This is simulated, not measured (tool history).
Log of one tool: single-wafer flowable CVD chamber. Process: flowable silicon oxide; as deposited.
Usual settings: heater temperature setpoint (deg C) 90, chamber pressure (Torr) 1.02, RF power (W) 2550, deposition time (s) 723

run	day	heater temperature setpoint (deg C)	chamber pressure (Torr)	RF power (W)	deposition time (s)	read-back reference wafer on the same gauge, thickness_nm	mean film thickness on the monitor wafer (nm)
1	0.000	90	1.02	2755	765	822.856	812.374
2	2.733	90	1.02	2755	765	823.973	814.958
3	3.762	90	1.02	2845	723	824.577	768.431
4	5.579	90	1.02	2745	723	823.851	761.525
5	6.717	90	1.02	2745	723	823.991	766.230
6	7.800	90	1.02	2745	723	822.999	763.231
7	9.125	90	1.02	2550	723	823.707	759.116
8	10.679	90	1.02	2550	815	823.998	853.842
9	12.433	90	1.02	2550	815	824.683	856.357
# day 12.500: gauge calibrated
10	13.854	90	1.02	2550	723	823.999	763.044
11	15.433	105	1.02	2700	663	823.501	395.390
# day 17.575: thermocouple changed; heater temperature recalibrated
# day 18.154: capacitance manometer re-zeroed and calibrated
12	19.250	90	1.21	3045	723	823.821	943.019
# day 19.788: RF generator calibrated
# day 20.708: showerhead replaced
13	21.271	104	1.02	2365	723	822.884	458.362
14	23.771	97	1.02	2550	723	824.289	600.508
15	25.500	98	1.22	2820	579	824.074	552.579
16	26.758	84	1.23	3015	647	823.934	1038.529
17	28.871	90	0.85	2550	723	824.382	651.946
18	30.746	90	1.02	2550	723	824.683	779.120

4 ways to go on from here, each from the tool as it stands after run 18. What would each give?
A	30.771	90	1.02	2550	723	?	?
B	30.771	90	1.02	2745	821	?	?
C	30.771	101	1.02	2550	671	?	?
D	30.771	84	0.92	2550	629	?	?

run	read-back reference wafer on the same gauge, thickness_nm	mean film thickness on the monitor wafer (nm)
A	823.870	779.629
B	823.870	889.529
C	823.870	476.452
D	823.870	749.626
Without the tool's hidden state the same runs would have given:
run	mean film thickness on the monitor wafer (nm)
A	782.574
B	892.888
C	478.216
D	751.777

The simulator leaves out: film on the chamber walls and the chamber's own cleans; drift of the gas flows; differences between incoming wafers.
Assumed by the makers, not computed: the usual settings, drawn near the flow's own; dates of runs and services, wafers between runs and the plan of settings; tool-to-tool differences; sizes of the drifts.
